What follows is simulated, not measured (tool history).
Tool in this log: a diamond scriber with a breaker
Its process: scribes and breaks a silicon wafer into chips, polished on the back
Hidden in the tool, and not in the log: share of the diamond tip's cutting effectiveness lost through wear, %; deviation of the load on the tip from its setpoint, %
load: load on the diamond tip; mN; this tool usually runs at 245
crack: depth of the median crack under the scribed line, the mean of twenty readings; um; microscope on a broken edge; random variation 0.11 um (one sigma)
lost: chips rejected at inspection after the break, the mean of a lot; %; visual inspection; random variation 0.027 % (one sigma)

run,day,load,wafers since the last listed run,hours since the diamond tip was replaced,hours since the load on the tip was calibrated,"incoming depth of the damage left on the back of the incoming wafer, um",crack,lost
1,0.000,299,0,387.8,978.6,0.04,7.93,3.52
2,6.512,299,508,544.1,1134.9,0.03,7.90,3.82
3,7.750,299,96,573.8,1164.6,0.05,8.01,3.62
4,10.075,245,181,629.6,1220.4,0.03,7.49,1.03
5,18.754,245,678,837.9,1428.7,0.03,7.25,1.21
6,19.792,245,81,862.8,1453.6,0.04,7.35,1.27
7,22.271,245,193,922.3,1513.1,0.03,7.36,1.32
8,25.162,192,225,991.7,1582.5,0.02,6.64,1.48
9,26.846,245,131,1032.1,1622.9,0.01,7.33,1.46
# day 27.675: diamond tip replaced by a new one, of another model than before
10,27.862,245,72,4.5,1647.3,0.02,7.45,1.14
11,31.317,245,269,87.4,1730.2,0.04,7.35,1.24
12,33.654,245,182,143.5,1786.3,0.02,7.44,1.28
13,36.225,269,200,205.2,1848.0,0.03,7.72,2.18
14,37.896,269,130,245.3,1888.1,0.02,7.72,2.17
15,39.454,245,121,282.7,1925.5,0.03,7.54,1.48
# day 39.654: load on the tip recalibrated
16,40.954,245,110,318.7,31.2,0.05,6.97,0.79
17,43.779,245,220,386.5,99.0,0.03,7.07,0.81
18,45.338,212,121,423.9,136.4,0.03,6.84,1.23
19,46.354,245,79,448.3,160.8,0.02,6.95,0.78
20,49.046,245,210,512.9,225.4,0.02,6.71,0.82
21,51.175,194,166,564.0,276.5,0.01,6.53,1.91
22,53.500,300,181,619.8,332.3,0.02,7.66,1.84
23,55.704,245,172,672.7,385.2,0.02,7.00,0.84
24,57.246,294,120,709.7,422.2,0.05,7.39,1.52
25,59.746,245,195,769.7,482.2,0.01,7.03,0.82
26,61.083,290,104,801.8,514.3,0.01,7.29,1.53
27,63.538,318,191,860.7,573.2,0.02,7.72,2.78
# day 66.525: diamond tip replaced by a new one
28,66.546,301,228,0.5,645.4,0.04,7.91,2.02
29,68.425,174,146,45.6,690.5,0.04,6.25,2.62
30,70.458,223,158,94.4,739.3,0.05,6.98,0.86
31,73.450,288,233,166.2,811.1,0.03,7.30,1.58
32,74.833,277,108,199.4,844.3,0.02,7.38,1.40
33,76.500,245,130,239.4,884.3,0.02,7.06,0.84
34,83.229,309,525,400.9,1045.8,0.04,7.75,2.63

5 ways to go on from here, each from the tool as it stands after run 34. What would each give?
A,83.254,286,1,401.5,1046.4,0.02,?,?
B,83.254,190,1,401.5,1046.4,0.02,?,?
C,83.254,215,1,401.5,1046.4,0.02,?,?
D,83.254,193,1,401.5,1046.4,0.02,?,?
E,83.254,220,1,401.5,1046.4,0.02,?,?

run,crack,lost
A,7.63,1.89
B,6.59,1.69
C,6.87,0.99
D,6.62,1.57
E,6.92,0.93
Take away the tool's hidden state, keep each run's random variation, and the runs would have read:
run,crack,lost
A,7.49,1.46
B,6.46,2.20
C,6.74,1.23
D,6.50,2.05
E,6.79,1.12
